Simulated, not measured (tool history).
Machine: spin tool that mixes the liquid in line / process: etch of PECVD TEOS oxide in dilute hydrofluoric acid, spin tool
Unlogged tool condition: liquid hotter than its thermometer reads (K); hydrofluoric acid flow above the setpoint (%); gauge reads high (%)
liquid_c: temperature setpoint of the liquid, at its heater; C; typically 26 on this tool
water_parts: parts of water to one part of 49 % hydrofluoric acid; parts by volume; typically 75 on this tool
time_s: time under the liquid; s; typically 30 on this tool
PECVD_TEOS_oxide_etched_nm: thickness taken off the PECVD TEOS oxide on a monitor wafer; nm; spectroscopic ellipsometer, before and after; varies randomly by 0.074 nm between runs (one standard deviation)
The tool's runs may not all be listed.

run     day  liquid_c  water_parts  time_s  wafers since the last listed run  hours since the thermometer was replaced  hours since the hydrofluoric acid flow meter was replaced  hours since the gauge calibration  read-back film thickness of the PECVD TEOS oxide reference wafer, read on the same gauge (nm)  PECVD_TEOS_oxide_etched_nm
  1       0        26           75      30                                 0                                    1530.8                                                     1277.7                             1111.9                                                                                          79.98                       12.72
  2   2.175        26           75      30                               843                                      1583                                                     1329.9                             1164.1                                                                                             80                       12.72
  3   4.071        26           75      30                               735                                    1628.5                                                     1375.4                             1209.6                                                                                          79.98                       12.79
  4   6.496        26           75      30                               940                                    1686.7                                                     1433.6                             1267.8                                                                                          79.97                       12.56
  5   8.388        26           75      30                               733                                    1732.1                                                       1479                             1313.2                                                                                          80.02                       12.77
  6  10.758        26           75      30                               919                                      1789                                                     1535.9                             1370.1                                                                                          80.01                       12.76
  7    12.3        26           75      30                               598                                      1826                                                     1572.9                             1407.1                                                                                          79.96                       12.82
  8  14.629        26           75      30                               903                                    1881.9                                                     1628.8                               1463                                                                                          80.02                       12.98
  9  18.188        26           75      30                              1380                                    1967.3                                                     1714.2                             1548.4                                                                                          79.99                       12.92
 10  19.954      29.5           75      30                               685                                    2009.7                                                     1756.6                             1590.8                                                                                          79.97                        14.7
 11  21.571        26           45      40                               627                                    2048.5                                                     1795.4                             1629.6                                                                                          80.02                        29.5
     23.454  -- gauge calibrated
 12  23.883        26           45      40                               897                                      2104                                                     1850.9                               10.3                                                                                          79.96                       29.63
 13  26.071        26           45      40                               848                                    2156.5                                                     1903.4                               62.8                                                                                             80                       30.06
 14  28.158        26           50      20                               809                                    2206.6                                                     1953.5                              112.9                                                                                          79.99                       13.61
 15  29.229        26           75      30                               415                                    2232.3                                                     1979.2                              138.6                                                                                          80.02                       13.04
 16  30.421        26           75      30                               462                                    2260.9                                                     2007.8                              167.2                                                                                             80                       13.04
 17  32.946        26           75      20                               979                                    2321.5                                                     2068.4                              227.8                                                                                          79.98                        8.64
 18  35.217      22.5          100      30                               880                                      2376                                                     2122.9                              282.3                                                                                          79.98                        8.28
 19  37.388      23.5           75      30                               842                                    2428.1                                                       2175                              334.4                                                                                          79.99                       11.75
     37.975  -- hydrofluoric acid flow meter replaced
 20  38.438        26           90      40                               391                                    2453.3                                                       11.1                              359.6                                                                                          79.99                       14.38
      41.05  -- thermometer replaced
 21  41.321      27.5           40      20                              1102                                       6.5                                                       80.3                              428.8                                                                                          80.01                       16.74
 22  43.104        26           75      30                               691                                      49.3                                                      123.1                              471.6                                                                                          79.99                       12.06
 23  46.062        29           40      15                              1147                                     120.3                                                      194.1                              542.6                                                                                          79.99                       13.32
 24  48.033        31           40      40                               764                                     167.6                                                      241.4                              589.9                                                                                          80.01                        38.5
 25  49.342        26           90      30                               507                                       199                                                      272.8                              621.3                                                                                          79.99                        9.84
 26  52.138        26           75      30                              1084                                     266.1                                                      339.9                              688.4                                                                                          80.01                       12.18
 27  53.646      30.5           75      20                               585                                     302.3                                                      376.1                              724.6                                                                                          80.03                        9.68
 28  55.804        26           75      30                               837                                     354.1                                                      427.9                              776.4                                                                                             80                       12.12

Give the tool's hidden conditions for every run:
hydrofluoric acid flow above the setpoint (%): 0 on each run
gauge reads high (%): 0 on each run
H1: liquid hotter than its thermometer reads (K)
run     H1
  1   1.48
  2   1.52
  3   1.56
  4   1.61
  5   1.65
  6    1.7
  7   1.73
  8   1.78
  9   1.85
 10   1.88
 11   1.92
 12   1.96
 13   2.01
 14   2.05
 15   2.07
 16    2.1
 17   2.15
 18    2.2
 19   2.24
 20   2.26
 21  0.117
 22  0.153
 23  0.214
 24  0.254
 25  0.281
 26  0.338
 27  0.369
 28  0.413
